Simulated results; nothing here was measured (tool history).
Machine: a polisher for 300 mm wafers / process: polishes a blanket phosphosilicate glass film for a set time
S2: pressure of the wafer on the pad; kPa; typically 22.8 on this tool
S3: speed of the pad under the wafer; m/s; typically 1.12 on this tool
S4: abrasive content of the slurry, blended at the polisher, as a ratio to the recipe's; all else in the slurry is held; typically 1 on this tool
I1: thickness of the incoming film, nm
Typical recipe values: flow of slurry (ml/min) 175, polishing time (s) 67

run 1 hour=0 | flow_of_slurry_(ml/min)=175 S2=22.8 S3=1.12 S4=1 polishing_time_(s)=67 | I1=2524.6 | film_removed_(angstrom)=6914
run 2 hour=8.4 | flow_of_slurry_(ml/min)=175 S2=22.8 S3=1.12 S4=1 polishing_time_(s)=67 | I1=2550.3 | film_removed_(angstrom)=6873
run 3 hour=46.9 | flow_of_slurry_(ml/min)=175 S2=22.8 S3=1.12 S4=1 polishing_time_(s)=67 | I1=2534.5 | film_removed_(angstrom)=6898
run 4 hour=54.1 | flow_of_slurry_(ml/min)=175 S2=22.8 S3=1.12 S4=1 polishing_time_(s)=67 | I1=2570.5 | film_removed_(angstrom)=6882
run 5 hour=66.5 | flow_of_slurry_(ml/min)=175 S2=22.8 S3=1.12 S4=1 polishing_time_(s)=67 | I1=2542 | film_removed_(angstrom)=6939
-- hour=70.3 conditioning disc replaced and pad reconditioned
-- hour=74 slurry blender recalibrated
run 6 hour=79.9 | flow_of_slurry_(ml/min)=175 S2=28.3 S3=1.12 S4=1 polishing_time_(s)=67 | I1=2579 | film_removed_(angstrom)=8621
run 7 hour=92.7 | flow_of_slurry_(ml/min)=175 S2=22.8 S3=1.12 S4=1 polishing_time_(s)=67 | I1=2559.2 | film_removed_(angstrom)=6906
-- hour=103.6 worn pad replaced by a new one
run 8 hour=107.4 | flow_of_slurry_(ml/min)=175 S2=22.8 S3=1.12 S4=1 polishing_time_(s)=67 | I1=2593.2 | film_removed_(angstrom)=6929
run 9 hour=118.6 | flow_of_slurry_(ml/min)=175 S2=20 S3=0.82 S4=1 polishing_time_(s)=50 | I1=2532 | film_removed_(angstrom)=3529
-- hour=139.1 slurry nozzle cleaned
run 10 hour=145 | flow_of_slurry_(ml/min)=215 S2=26.2 S3=1.12 S4=1 polishing_time_(s)=67 | I1=2585 | film_removed_(angstrom)=7893
run 11 hour=154.7 | flow_of_slurry_(ml/min)=235 S2=14.5 S3=1.52 S4=1 polishing_time_(s)=67 | I1=2521.7 | film_removed_(angstrom)=5645
-- hour=157.5 head pressure recalibrated
run 12 hour=168.3 | flow_of_slurry_(ml/min)=175 S2=22.8 S3=0.92 S4=1 polishing_time_(s)=55 | I1=2578.6 | film_removed_(angstrom)=4551
run 13 hour=179.6 | flow_of_slurry_(ml/min)=135 S2=22.8 S3=1.12 S4=1 polishing_time_(s)=67 | I1=2533.9 | film_removed_(angstrom)=5972
run 14 hour=191.4 | flow_of_slurry_(ml/min)=175 S2=22.8 S3=1.12 S4=1 polishing_time_(s)=67 | I1=2552.9 | film_removed_(angstrom)=6331
-- hour=195.2 slurry nozzle cleaned, repeated, since the last time left the tool worse
run 15 hour=201.5 | flow_of_slurry_(ml/min)=150 S2=22.8 S3=1.12 S4=1 polishing_time_(s)=67 | I1=2586.1 | film_removed_(angstrom)=6981
run 16 hour=219.1 | flow_of_slurry_(ml/min)=175 S2=28.3 S3=1.12 S4=1 polishing_time_(s)=67 | I1=2572.1 | film_removed_(angstrom)=8850
run 17 hour=228 | flow_of_slurry_(ml/min)=175 S2=22.8 S3=1.12 S4=1 polishing_time_(s)=67 | I1=2569.1 | film_removed_(angstrom)=7078

What the log doesn't show, run by run:
removal rate lost through wear of the pad, %: 0, the same for each run
deviation of the head's pressure from its setpoint, %: 0, the same for each run
abrasive missing from the slurry, %: 0, the same for each run
time polished since the conditioner stopped cutting, s: 0, the same for each run
H1: slurry flow missing at the pad, %
run=1 H1=21.6
run=2 H1=21.9
run=3 H1=23.1
run=4 H1=23.3
run=5 H1=23.5
run=6 H1=23.8
run=7 H1=24.1
run=8 H1=24.3
run=9 H1=24.5
run=10 H1=44.7
run=11 H1=46.4
run=12 H1=48.5
run=13 H1=50.1
run=14 H1=51.7
run=15 H1=1.78
run=16 H1=4.7
run=17 H1=6.03

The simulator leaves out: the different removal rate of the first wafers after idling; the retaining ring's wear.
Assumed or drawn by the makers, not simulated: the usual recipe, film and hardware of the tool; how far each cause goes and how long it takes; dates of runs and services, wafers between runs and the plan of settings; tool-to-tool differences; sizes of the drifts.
